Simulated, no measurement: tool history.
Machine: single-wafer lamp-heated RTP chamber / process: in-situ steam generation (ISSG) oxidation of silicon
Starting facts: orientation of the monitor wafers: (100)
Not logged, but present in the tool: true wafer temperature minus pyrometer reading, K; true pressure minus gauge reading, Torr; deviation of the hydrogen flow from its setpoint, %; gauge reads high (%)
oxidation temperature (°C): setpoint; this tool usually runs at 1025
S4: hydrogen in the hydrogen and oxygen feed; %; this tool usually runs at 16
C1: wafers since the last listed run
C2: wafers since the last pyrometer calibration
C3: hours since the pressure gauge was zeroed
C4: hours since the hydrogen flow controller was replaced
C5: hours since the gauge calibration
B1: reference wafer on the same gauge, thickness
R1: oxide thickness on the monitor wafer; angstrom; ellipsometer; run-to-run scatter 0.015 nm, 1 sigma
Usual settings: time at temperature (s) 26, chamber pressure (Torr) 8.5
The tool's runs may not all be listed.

Run 1, hour 0.0: usual settings; C1 0; C2 1329; C3 1164.2; C4 4931.6; C5 1163.3; B1 4.978. Result: R1 59.00 angstrom.
Run 2, hour 89.1: usual settings; C1 844; C2 2174; C3 1253.3; C4 5020.7; C5 1252.4; B1 4.969. Result: R1 59.01 angstrom.
Run 3, hour 147.4: usual settings but S4 22 %; C1 552; C2 2727; C3 1311.6; C4 5079.0; C5 1310.7; B1 4.962. Result: R1 63.23 angstrom.
Run 4, hour 236.9: usual settings but S4 22 %; C1 848; C2 3575; C3 1401.1; C4 5168.5; C5 1400.2; B1 4.970. Result: R1 63.52 angstrom.
Run 5, hour 329.1: usual settings but S4 22 %; C1 874; C2 4449; C3 1493.3; C4 5260.7; C5 1492.4; B1 4.970. Result: R1 63.81 angstrom.
At hour 372.2: hydrogen flow controller replaced.
Run 6, hour 372.7: usual settings but oxidation temperature (°C) 1033; C1 337; C2 4787; C3 1536.9; C4 0.5; C5 1536.0; B1 4.967. Result: R1 62.33 angstrom.
Run 7, hour 465.8: usual settings but oxidation temperature (°C) 1033; C1 882; C2 5669; C3 1630.0; C4 93.6; C5 1629.1; B1 4.971. Result: R1 62.39 angstrom.
Run 8, hour 510.8: usual settings but oxidation temperature (°C) 1033; C1 426; C2 6096; C3 1675.0; C4 138.6; C5 1674.1; B1 4.971. Result: R1 62.20 angstrom.
At hour 536.7: pressure gauge zeroed.
Run 9, hour 566.5: usual settings; C1 452; C2 6548; C3 29.8; C4 194.3; C5 1729.8; B1 4.970. Result: R1 60.02 angstrom.
At hour 628.0: pyrometer window cleaned and pyrometer calibrated.
Run 10, hour 671.4: usual settings but S4 11 %; C1 918; C2 411; C3 134.7; C4 299.2; C5 1834.7; B1 4.971. Result: R1 54.51 angstrom.
Run 11, hour 728.6: usual settings; C1 542; C2 953; C3 191.9; C4 356.4; C5 1891.9; B1 4.975. Result: R1 59.15 angstrom.
Run 12, hour 807.6: usual settings but S4 22 %; C1 748; C2 1702; C3 270.9; C4 435.4; C5 1970.9; B1 4.968. Result: R1 63.58 angstrom.
Run 13, hour 867.0: usual settings but oxidation temperature (°C) 1010, time at temperature (s) 19, chamber pressure (Torr) 7.0, S4 26 %; C1 563; C2 2265; C3 330.3; C4 494.8; C5 2030.3; B1 4.968. Result: R1 53.14 angstrom.
Run 14, hour 913.0: usual settings but S4 24 %; C1 436; C2 2701; C3 376.3; C4 540.8; C5 2076.3; B1 4.968. Result: R1 64.92 angstrom.
Run 15, hour 1020.6: usual settings but chamber pressure (Torr) 8.0, S4 21 %; C1 1020; C2 3722; C3 483.9; C4 648.4; C5 2183.9; B1 4.969. Result: R1 63.68 angstrom.
Run 16, hour 1097.4: usual settings but chamber pressure (Torr) 9.5, S4 11 %; C1 728; C2 4450; C3 560.7; C4 725.2; C5 2260.7; B1 4.972. Result: R1 55.10 angstrom.
Run 17, hour 1193.6: usual settings; C1 912; C2 5362; C3 656.9; C4 821.4; C5 2356.9; B1 4.974. Result: R1 60.08 angstrom.
Run 18, hour 1293.7: usual settings but oxidation temperature (°C) 1045; C1 949; C2 6311; C3 757.0; C4 921.5; C5 2457.0; B1 4.972. Result: R1 67.02 angstrom.
Run 19, hour 1356.6: usual settings but oxidation temperature (°C) 1032, time at temperature (s) 18, chamber pressure (Torr) 9.1, S4 24 %; C1 596; C2 6907; C3 819.9; C4 984.4; C5 2519.9; B1 4.965. Result: R1 56.40 angstrom.
Run 20, hour 1395.8: usual settings but oxidation temperature (°C) 1038, chamber pressure (Torr) 7.8; C1 371; C2 7279; C3 859.1; C4 1023.6; C5 2559.1; B1 4.970. Result: R1 64.60 angstrom.
Run 21, hour 1435.6: usual settings but chamber pressure (Torr) 9.6; C1 377; C2 7656; C3 898.9; C4 1063.4; C5 2598.9; B1 4.967. Result: R1 59.74 angstrom.
At hour 1479.1: gauge calibrated.
At hour 1497.1: pyrometer window cleaned and pyrometer calibrated.
Run 22, hour 1532.8: usual settings; C1 845; C2 338; C3 996.1; C4 1160.6; C5 53.7; B1 4.972. Result: R1 58.68 angstrom.
Run 23, hour 1618.9: usual settings but oxidation temperature (°C) 1011, S4 19 %; C1 816; C2 1154; C3 1082.2; C4 1246.7; C5 139.8; B1 4.967. Result: R1 56.79 angstrom.
Run 24, hour 1663.5: usual settings but oxidation temperature (°C) 1037, chamber pressure (Torr) 9.6; C1 422; C2 1577; C3 1126.8; C4 1291.3; C5 184.4; B1 4.967. Result: R1 62.05 angstrom.
Run 25, hour 1738.6: usual settings but oxidation temperature (°C) 1016, chamber pressure (Torr) 7.3; C1 712; C2 2289; C3 1201.9; C4 1366.4; C5 259.5; B1 4.971. Result: R1 56.23 angstrom.
Run 26, hour 1800.6: usual settings but oxidation temperature (°C) 1042, time at temperature (s) 33; C1 587; C2 2877; C3 1263.9; C4 1428.4; C5 321.5; B1 4.970. Result: R1 73.61 angstrom.
Run 27, hour 1858.3: usual settings but oxidation temperature (°C) 1018, chamber pressure (Torr) 9.7; C1 547; C2 3424; C3 1321.6; C4 1486.1; C5 379.2; B1 4.967. Result: R1 56.21 angstrom.
Run 28, hour 1939.9: usual settings; C1 773; C2 4197; C3 1403.2; C4 1567.7; C5 460.8; B1 4.971. Result: R1 59.22 angstrom.
At hour 1962.4: pressure gauge zeroed.
Run 29, hour 2010.6: usual settings but S4 19 %; C1 594; C2 4792; C3 48.2; C4 1638.4; C5 531.5; B1 4.971. Result: R1 61.68 angstrom.
Run 30, hour 2114.4: usual settings; C1 984; C2 5776; C3 152.0; C4 1742.2; C5 635.3; B1 4.965. Result: R1 59.96 angstrom.

Measured less the same run without the tool's hidden state. The same run-to-run variation is in both; the gauge's scatter may not be:
run     R1
  1  +0.11
  2  +0.18
  3  +0.26
  4  +0.41
  5  +0.59
  6  +0.70
  7  +0.95
  8  +1.08
  9  +1.17
 10  +0.34
 11  +0.39
 12  +0.48
 13  +0.38
 14  +0.60
 15  +0.76
 16  +0.79
 17  +1.08
 18  +1.67
 19  +1.39
 20  +1.93
 21  +1.80
 22  +0.09
 23  +0.11
 24  +0.17
 25  +0.19
 26  +0.41
 27  +0.34
 28  +0.51
 29  +0.69
 30  +0.93
